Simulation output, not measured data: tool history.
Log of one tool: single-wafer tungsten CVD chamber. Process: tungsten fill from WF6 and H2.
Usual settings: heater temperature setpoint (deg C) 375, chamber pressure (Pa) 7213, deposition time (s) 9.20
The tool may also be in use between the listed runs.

run	day	heater temperature setpoint (deg C)	chamber pressure (Pa)	deposition time (s)	wafers since the last listed run	hours since the last thermocouple change	hours since the last manometer calibration	hours since the showerhead was replaced	hours since the gauge calibration	read-back reference wafer on the same gauge, thickness_nm	mean film thickness on the monitor wafer (nm)
1	0.000	375	7213	9.20	0	606.1	2084.0	4704.2	617.6	17.710	21.946
2	2.175	375	7213	9.20	2848	658.3	2136.2	4756.4	669.8	17.717	21.952
3	12.192	375	7213	9.20	13120	898.7	2376.6	4996.8	910.2	17.703	21.870
4	14.904	375	8533	9.20	3552	963.8	2441.7	5061.9	975.3	17.711	23.900
5	17.508	375	7213	9.20	3411	1026.3	2504.2	5124.4	1037.8	17.670	21.828
6	19.967	375	7213	9.20	3220	1085.3	2563.2	5183.4	1096.8	17.726	21.961
7	21.717	375	7213	9.62	2292	1127.3	2605.2	5225.4	1138.8	17.690	22.796
# day 22.358: thermocouple changed; heater temperature recalibrated
8	24.858	375	7213	9.62	3678	60.0	2680.6	5300.8	1214.2	17.688	23.288
9	28.362	375	7213	9.62	4589	144.1	2764.7	5384.9	1298.3	17.703	23.183
10	30.696	375	7213	9.20	3056	200.1	2820.7	5440.9	1354.3	17.708	22.154
# day 34.371: capacitance manometer re-zeroed and calibrated
11	35.083	375	7213	9.20	5310	305.4	17.1	5546.2	1459.6	17.690	21.303
12	39.117	375	7213	9.20	5283	402.2	113.9	5643.0	1556.4	17.698	21.590
13	43.988	375	7213	9.20	6380	519.1	230.8	5759.9	1673.3	17.720	21.198
14	46.462	375	7213	9.20	3241	578.5	290.2	5819.3	1732.7	17.694	21.373
15	49.367	375	7213	9.20	3803	648.2	359.9	5889.0	1802.4	17.693	21.268
16	51.258	381	7213	8.12	2477	693.6	405.3	5934.4	1847.8	17.691	21.124
# day 52.758: showerhead replaced
17	52.921	363	7213	9.20	1740	733.5	445.2	3.9	1887.7	17.685	16.888
# day 53.733: gauge calibrated
18	55.117	375	7213	8.66	2876	786.2	497.9	56.6	33.2	17.709	20.032
19	58.625	375	7213	9.20	4595	870.4	582.1	140.8	117.4	17.695	21.225
20	60.442	386	5586	10.48	2379	914.0	625.7	184.4	161.0	17.688	25.806
21	64.125	375	8239	9.20	4824	1002.4	714.1	272.8	249.4	17.692	22.860
22	66.583	389	5480	9.20	3220	1061.4	773.1	331.8	308.4	17.683	23.774
23	68.162	375	7213	9.20	2068	1099.3	811.0	369.7	346.3	17.687	21.197
# day 70.162: thermocouple changed; heater temperature recalibrated
24	70.729	375	7213	9.20	2925	13.6	872.6	431.3	407.9	17.713	21.767
25	72.429	381	7213	8.12	2226	54.4	913.4	472.1	448.7	17.692	21.414
26	76.383	388	7213	9.20	5179	149.3	1008.3	567.0	543.6	17.698	27.608
27	80.588	361	5933	8.44	5506	250.2	1109.2	667.9	644.5	17.717	13.513
28	83.267	368	7213	9.20	3509	314.5	1173.5	732.2	708.8	17.708	18.812
29	86.754	375	5800	8.36	4568	398.2	1257.2	815.9	792.5	17.701	17.410
30	89.958	368	8253	10.50	4196	475.1	1334.1	892.8	869.4	17.698	23.109

How the hidden state differs across the entries between the runs, from the last listed run before each to the first after it:
Between runs 7 and 8: thermocouple changed; heater temperature recalibrated (day 22.358)
  wafer temperature above the value expected at the setpoint (K): -0.838 -> -0.0576; true pressure above the setpoint (%): 5.87 -> 6.04
  measured less the result without the state, mean film thickness on the monitor wafer (nm): +0.319 -> +0.693
Between runs 10 and 11: capacitance manometer re-zeroed and calibrated (day 34.371)
  wafer temperature above the value expected at the setpoint (K): -0.169 -> -0.253; true pressure above the setpoint (%): 6.37 -> -0.384
  measured less the result without the state, mean film thickness on the monitor wafer (nm): +0.647 -> -0.150
Between runs 16 and 17: showerhead replaced (day 52.758)
  wafer temperature above the value expected at the setpoint (K): -0.562 -> -0.594; true pressure above the setpoint (%): 0.517 -> 0.61
  measured less the result without the state, mean film thickness on the monitor wafer (nm): -0.166 -> -0.150
Between runs 17 and 18: gauge calibrated (day 53.733)
  wafer temperature above the value expected at the setpoint (K): -0.594 -> -0.636; true pressure above the setpoint (%): 0.61 -> 0.732
  measured less the result without the state, mean film thickness on the monitor wafer (nm): -0.150 -> -0.171
Between runs 23 and 24: thermocouple changed; heater temperature recalibrated (day 70.162)
  wafer temperature above the value expected at the setpoint (K): -0.885 -> -0.0244; true pressure above the setpoint (%): 1.46 -> 1.6
  measured less the result without the state, mean film thickness on the monitor wafer (nm): -0.202 -> +0.174
